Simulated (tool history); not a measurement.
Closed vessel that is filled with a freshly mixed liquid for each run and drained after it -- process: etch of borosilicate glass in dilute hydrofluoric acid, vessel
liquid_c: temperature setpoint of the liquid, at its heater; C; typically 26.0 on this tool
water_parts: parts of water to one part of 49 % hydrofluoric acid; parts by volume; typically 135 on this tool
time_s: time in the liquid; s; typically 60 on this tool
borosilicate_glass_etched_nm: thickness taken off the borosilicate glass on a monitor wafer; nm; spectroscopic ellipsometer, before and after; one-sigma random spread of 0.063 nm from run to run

| run | hour | liquid_c | water_parts | time_s | wafers since the last listed run | hours since the thermometer was replaced | hours since the hydrofluoric acid flow meter was replaced | hours since the gauge calibration | read-back film thickness of the borosilicate glass reference wafer, read on the same gauge (nm) | borosilicate_glass_etched_nm |
|---|---|---|---|---|---|---|---|---|---|---|
| 1 | 0.0 | 26.0 | 135 | 60 | 0 | 759.5 | 166.0 | 1181.8 | 59.97 | 7.97 |
| 2 | 45.5 | 26.0 | 135 | 60 | 3130 | 805.0 | 211.5 | 1227.3 | 60.03 | 7.83 |
| 3 | 83.3 | 26.0 | 135 | 60 | 2600 | 842.8 | 249.3 | 1265.1 | 60.00 | 7.91 |
| 4 | 164.0 | 26.0 | 135 | 85 | 5552 | 923.5 | 330.0 | 1345.8 | 60.03 | 11.29 |
| 5 | 211.0 | 26.0 | 135 | 85 | 3233 | 970.5 | 377.0 | 1392.8 | 59.98 | 11.28 |
| 6 | 261.3 | 26.0 | 135 | 85 | 3461 | 1020.8 | 427.3 | 1443.1 | 60.02 | 11.37 |
| 7 | 343.4 | 26.0 | 135 | 60 | 5649 | 1102.9 | 509.4 | 1525.2 | 59.97 | 8.01 |
| 8 | 396.7 | 26.0 | 135 | 60 | 3667 | 1156.2 | 562.7 | 1578.5 | 59.96 | 8.00 |
| 9 | 455.7 | 26.0 | 135 | 60 | 4059 | 1215.2 | 621.7 | 1637.5 | 59.96 | 8.07 |
| 10 | 494.8 | 26.0 | 80 | 60 | 2690 | 1254.3 | 660.8 | 1676.6 | 59.96 | 14.62 |
| 11 | 583.7 | 26.0 | 80 | 60 | 6117 | 1343.2 | 749.7 | 1765.5 | 59.97 | 14.88 |
|  | 635.5 | gauge calibrated |
| 12 | 691.6 | 26.0 | 135 | 60 | 7424 | 1451.1 | 857.6 | 56.1 | 59.99 | 8.26 |
| 13 | 760.0 | 26.0 | 135 | 60 | 4706 | 1519.5 | 926.0 | 124.5 | 60.03 | 8.11 |
| 14 | 806.2 | 22.0 | 165 | 60 | 3178 | 1565.7 | 972.2 | 170.7 | 59.99 | 5.62 |
| 15 | 895.7 | 21.5 | 205 | 40 | 6158 | 1655.2 | 1061.7 | 260.2 | 59.98 | 2.82 |
| 16 | 1035.3 | 24.0 | 95 | 40 | 9605 | 1794.8 | 1201.3 | 399.8 | 59.99 | 7.62 |
| 17 | 1109.8 | 27.5 | 175 | 75 | 5126 | 1869.3 | 1275.8 | 474.3 | 60.00 | 8.08 |
| 18 | 1198.9 | 21.0 | 115 | 85 | 6130 | 1958.4 | 1364.9 | 563.4 | 59.98 | 11.67 |
| 19 | 1245.9 | 28.5 | 175 | 60 | 3233 | 2005.4 | 1411.9 | 610.4 | 59.94 | 6.67 |
| 20 | 1289.4 | 30.0 | 135 | 60 | 2993 | 2048.9 | 1455.4 | 653.9 | 60.01 | 9.69 |
| 21 | 1365.6 | 27.5 | 175 | 75 | 5243 | 2125.1 | 1531.6 | 730.1 | 59.98 | 8.09 |
|  | 1401.4 | hydrofluoric acid flow meter replaced |
| 22 | 1440.3 | 26.0 | 155 | 40 | 5071 | 2199.8 | 38.9 | 804.8 | 59.99 | 4.68 |
| 23 | 1513.2 | 23.0 | 90 | 40 | 5016 | 2272.7 | 111.8 | 877.7 | 60.00 | 8.00 |
| 24 | 1581.8 | 22.5 | 135 | 95 | 4720 | 2341.3 | 180.4 | 946.3 | 59.99 | 11.66 |
| 25 | 1654.1 | 26.0 | 135 | 60 | 4974 | 2413.6 | 252.7 | 1018.6 | 60.01 | 8.44 |
|  | 1704.5 | thermometer replaced |
| 26 | 1735.8 | 28.5 | 90 | 45 | 5552 | 31.3 | 334.4 | 1100.3 | 59.95 | 10.21 |
| 27 | 1830.4 | 21.5 | 155 | 60 | 6509 | 125.9 | 429.0 | 1194.9 | 60.07 | 5.53 |
| 28 | 1890.3 | 23.5 | 185 | 40 | 4121 | 185.8 | 488.9 | 1254.8 | 60.01 | 3.24 |
| 29 | 1941.6 | 29.5 | 200 | 50 | 3529 | 237.1 | 540.2 | 1306.1 | 59.95 | 4.56 |
| 30 | 2002.5 | 26.0 | 165 | 60 | 4190 | 298.0 | 601.1 | 1367.0 | 59.95 | 6.19 |
| 31 | 2098.5 | 30.0 | 90 | 60 | 6605 | 394.0 | 697.1 | 1463.0 | 60.01 | 14.45 |

The next listed run, before its measurement:
| 32 | 2142.5 | 29.0 | 175 | 60 | 3027 | 438.0 | 741.1 | 1507.0 | ? | ? |

{"run 32": {"read-back film thickness of the borosilicate glass reference wafer, read on the same gauge (nm)": 59.93, "borosilicate_glass_etched_nm": 6.42}}
On a tool with no hidden condition, and with the same random variation, this run would have come out at borosilicate_glass_etched_nm 6.32 nm.
